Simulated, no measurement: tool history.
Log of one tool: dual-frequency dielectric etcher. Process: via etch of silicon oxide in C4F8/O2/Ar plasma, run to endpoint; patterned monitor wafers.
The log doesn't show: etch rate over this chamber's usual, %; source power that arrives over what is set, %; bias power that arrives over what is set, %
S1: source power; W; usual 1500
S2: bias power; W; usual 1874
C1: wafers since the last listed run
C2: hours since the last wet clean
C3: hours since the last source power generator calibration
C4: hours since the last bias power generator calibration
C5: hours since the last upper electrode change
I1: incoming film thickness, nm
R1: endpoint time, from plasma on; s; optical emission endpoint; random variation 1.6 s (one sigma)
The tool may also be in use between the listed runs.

Run 1, hour 0.0: usual settings; C1 0; C2 247.4; C3 4106.1; C4 1382.7; C5 4037.0; I1 1018.2. Result: R1 212.3 s.
Run 2, hour 53.7: usual settings; C1 300; C2 301.1; C3 4159.8; C4 1436.4; C5 4090.7; I1 1020.0. Result: R1 212.2 s.
Run 3, hour 105.2: usual settings; C1 288; C2 352.6; C3 4211.3; C4 1487.9; C5 4142.2; I1 1019.3. Result: R1 211.7 s.
Run 4, hour 151.8: usual settings; C1 260; C2 399.2; C3 4257.9; C4 1534.5; C5 4188.8; I1 1022.3. Result: R1 209.7 s.
Run 5, hour 220.9: usual settings but S2 1658 W; C1 386; C2 468.3; C3 4327.0; C4 1603.6; C5 4257.9; I1 1026.2. Result: R1 220.4 s.
Run 6, hour 288.4: usual settings but S2 1658 W; C1 377; C2 535.8; C3 4394.5; C4 1671.1; C5 4325.4; I1 1026.8. Result: R1 219.0 s.
At hour 366.3: wet clean of the chamber.
At hour 388.6: upper electrode replaced.
Run 7, hour 389.1: usual settings but S2 1658 W; C1 304; C2 22.8; C3 4495.2; C4 1771.8; C5 0.5; I1 1017.5. Result: R1 225.8 s.
Run 8, hour 411.7: usual settings; C1 126; C2 45.4; C3 4517.8; C4 1794.4; C5 23.1; I1 1026.9. Result: R1 217.2 s.
Run 9, hour 464.1: usual settings but S1 1390 W; C1 293; C2 97.8; C3 4570.2; C4 1846.8; C5 75.5; I1 1026.5. Result: R1 225.8 s.
At hour 476.1: bias power generator calibrated.
Run 10, hour 534.9: usual settings but S1 1390 W; C1 373; C2 168.6; C3 4641.0; C4 58.8; C5 146.3; I1 1025.9. Result: R1 223.3 s.
Run 11, hour 592.9: usual settings but S2 1770 W; C1 324; C2 226.6; C3 4699.0; C4 116.8; C5 204.3; I1 1029.9. Result: R1 218.7 s.
Run 12, hour 633.1: usual settings but S2 1770 W; C1 224; C2 266.8; C3 4739.2; C4 157.0; C5 244.5; I1 1006.6. Result: R1 217.8 s.
Run 13, hour 683.0: usual settings but S1 1340 W; C1 279; C2 316.7; C3 4789.1; C4 206.9; C5 294.4; I1 1019.1. Result: R1 224.4 s.
Run 14, hour 723.3: usual settings but S1 1340 W; C1 225; C2 357.0; C3 4829.4; C4 247.2; C5 334.7; I1 1032.4. Result: R1 225.4 s.
Run 15, hour 766.9: usual settings; C1 243; C2 400.6; C3 4873.0; C4 290.8; C5 378.3; I1 1015.1. Result: R1 206.1 s.
Run 16, hour 792.2: usual settings; C1 141; C2 425.9; C3 4898.3; C4 316.1; C5 403.6; I1 1018.4. Result: R1 211.3 s.
Run 17, hour 850.4: usual settings but S1 1350 W, S2 1752 W; C1 325; C2 484.1; C3 4956.5; C4 374.3; C5 461.8; I1 1028.9. Result: R1 229.8 s.
Run 18, hour 922.0: usual settings but S1 1180 W, S2 2180 W; C1 400; C2 555.7; C3 5028.1; C4 445.9; C5 533.4; I1 1020.7. Result: R1 220.2 s.
At hour 972.3: wet clean of the chamber.
Run 19, hour 972.8: usual settings but S1 1600 W, S2 2215 W; C1 149; C2 0.5; C3 5078.9; C4 496.7; C5 584.2; I1 1014.6. Result: R1 197.8 s.
Run 20, hour 1014.0: usual settings but S1 1860 W, S2 2258 W; C1 230; C2 41.7; C3 5120.1; C4 537.9; C5 625.4; I1 1025.5. Result: R1 183.3 s.
Run 21, hour 1046.3: usual settings but S1 1180 W, S2 1546 W; C1 180; C2 74.0; C3 5152.4; C4 570.2; C5 657.7; I1 1024.5. Result: R1 258.6 s.
Run 22, hour 1084.1: usual settings but S1 1150 W, S2 2059 W; C1 211; C2 111.8; C3 5190.2; C4 608.0; C5 695.5; I1 1021.3. Result: R1 236.9 s.
At hour 1127.5: source power generator calibrated.
Run 23, hour 1137.8: usual settings; C1 278; C2 165.5; C3 10.3; C4 661.7; C5 749.2; I1 1020.6. Result: R1 215.6 s.
Run 24, hour 1183.9: usual settings but S2 2315 W; C1 257; C2 211.6; C3 56.4; C4 707.8; C5 795.3; I1 1019.8. Result: R1 193.9 s.
Run 25, hour 1248.6: usual settings; C1 361; C2 276.3; C3 121.1; C4 772.5; C5 860.0; I1 1011.8. Result: R1 213.7 s.
Run 26, hour 1322.5: usual settings; C1 413; C2 350.2; C3 195.0; C4 846.4; C5 933.9; I1 1020.8. Result: R1 209.6 s.
Run 27, hour 1375.3: usual settings but S1 1190 W, S2 2241 W; C1 295; C2 403.0; C3 247.8; C4 899.2; C5 986.7; I1 1021.3. Result: R1 219.4 s.
Run 28, hour 1416.6: usual settings but S1 1620 W, S2 2306 W; C1 231; C2 444.3; C3 289.1; C4 940.5; C5 1028.0; I1 1018.2. Result: R1 187.1 s.
Run 29, hour 1459.7: usual settings but S1 1150 W, S2 2191 W; C1 241; C2 487.4; C3 332.2; C4 983.6; C5 1071.1; I1 1024.7. Result: R1 223.4 s.
Run 30, hour 1518.5: usual settings but S1 1320 W; C1 328; C2 546.2; C3 391.0; C4 1042.4; C5 1129.9; I1 1016.5. Result: R1 217.9 s.
Run 31, hour 1559.8: usual settings; C1 231; C2 587.5; C3 432.3; C4 1083.7; C5 1171.2; I1 1024.4. Result: R1 208.1 s.
At hour 1610.1: wet clean of the chamber.
Run 32, hour 1610.6: usual settings; C1 149; C2 0.5; C3 483.1; C4 1134.5; C5 1222.0; I1 1023.9. Result: R1 218.7 s.
Run 33, hour 1662.1: usual settings but S1 1300 W, S2 1552 W; C1 288; C2 52.0; C3 534.6; C4 1186.0; C5 1273.5; I1 1042.1. Result: R1 253.1 s.
Run 34, hour 1692.4: usual settings but S1 1610 W, S2 1456 W; C1 169; C2 82.3; C3 564.9; C4 1216.3; C5 1303.8; I1 1033.4. Result: R1 230.6 s.
Run 35, hour 1721.7: usual settings but S1 1180 W, S2 2107 W; C1 163; C2 111.6; C3 594.2; C4 1245.6; C5 1333.1; I1 1015.5. Result: R1 228.4 s.
Run 36, hour 1790.5: usual settings; C1 384; C2 180.4; C3 663.0; C4 1314.4; C5 1401.9; I1 1027.9. Result: R1 218.0 s.

Hidden state at the last listed run before each entry between runs and at the first one after, where it differs:
Between runs 6 and 7: wet clean of the chamber (hour 366.3); upper electrode replaced (hour 388.6)
  etch rate over this chamber's usual, %: 4.7 -> 0.188
  measured less the result without the state, R1: -10.3 -> -0.4 s
Between runs 9 and 10: bias power generator calibrated (hour 476.1)
  etch rate over this chamber's usual, %: 0.822 -> 1.42
  measured less the result without the state, R1: -1.9 -> -3.1 s
Between runs 18 and 19: wet clean of the chamber (hour 972.3)
  etch rate over this chamber's usual, %: 4.69 -> 0.73
  measured less the result without the state, R1: -10.3 -> -1.5 s
Between runs 22 and 23: source power generator calibrated (hour 1127.5)
  etch rate over this chamber's usual, %: 1.67 -> 2.12
  measured less the result without the state, R1: -4.0 -> -4.6 s
Between runs 31 and 32: wet clean of the chamber (hour 1610.1)
  etch rate over this chamber's usual, %: 5.69 -> 0.344
  measured less the result without the state, R1: -11.8 -> -0.7 s

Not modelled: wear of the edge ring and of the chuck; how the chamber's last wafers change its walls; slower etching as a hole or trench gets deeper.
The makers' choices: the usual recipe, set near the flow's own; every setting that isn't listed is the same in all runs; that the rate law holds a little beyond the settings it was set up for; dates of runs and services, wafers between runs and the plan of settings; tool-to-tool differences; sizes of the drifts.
